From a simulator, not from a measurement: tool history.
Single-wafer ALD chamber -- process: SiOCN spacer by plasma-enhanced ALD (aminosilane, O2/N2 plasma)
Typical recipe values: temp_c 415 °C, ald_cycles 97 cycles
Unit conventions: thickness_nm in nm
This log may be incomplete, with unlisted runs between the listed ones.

| run | hour | temp_c | ald_cycles | read-back reference wafer on the same gauge, thickness_nm | thickness_nm |
|---|---|---|---|---|---|
| 1 | 0 | 415 | 97 | 4.142 | 5.048 |
| 2 | 50 | 415 | 97 | 4.14 | 5.053 |
| 3 | 149.5 | 415 | 97 | 4.139 | 5.05 |
| 4 | 249.2 | 409 | 97 | 4.14 | 5.129 |
| 5 | 353.5 | 409 | 97 | 4.141 | 5.139 |
| 6 | 421.2 | 409 | 97 | 4.139 | 5.121 |
| 7 | 612.9 | 415 | 97 | 4.141 | 5.007 |
| 8 | 692 | 415 | 97 | 4.139 | 5.018 |
| 9 | 731.8 | 415 | 97 | 4.14 | 5.011 |
|  | 750.8 | thermocouple changed; heater temperature recalibrated |
| 10 | 770.7 | 415 | 97 | 4.141 | 5.041 |
| 11 | 860.5 | 415 | 84 | 4.139 | 4.394 |
| 12 | 919.2 | 415 | 84 | 4.138 | 4.389 |
| 13 | 973.5 | 415 | 97 | 4.139 | 5.089 |
| 14 | 1053.9 | 408 | 82 | 4.139 | 4.395 |
|  | 1066.6 | gauge calibrated |
| 15 | 1125.9 | 427 | 104 | 4.141 | 5.189 |
| 16 | 1212.7 | 404 | 97 | 4.139 | 5.194 |
| 17 | 1291.9 | 415 | 97 | 4.141 | 5.03 |
| 18 | 1340.7 | 408 | 84 | 4.139 | 4.472 |
| 19 | 1402.5 | 401 | 81 | 4.141 | 4.377 |

For run 20, what comes out?
| 20 | 1463.3 | 415 | 97 | ? | ? |

{"run 20": {"read-back reference wafer on the same gauge, thickness_nm": 4.14, "thickness_nm": 5.011}}
Without the tool's hidden state the same run would have given thickness_nm 5.023 nm.
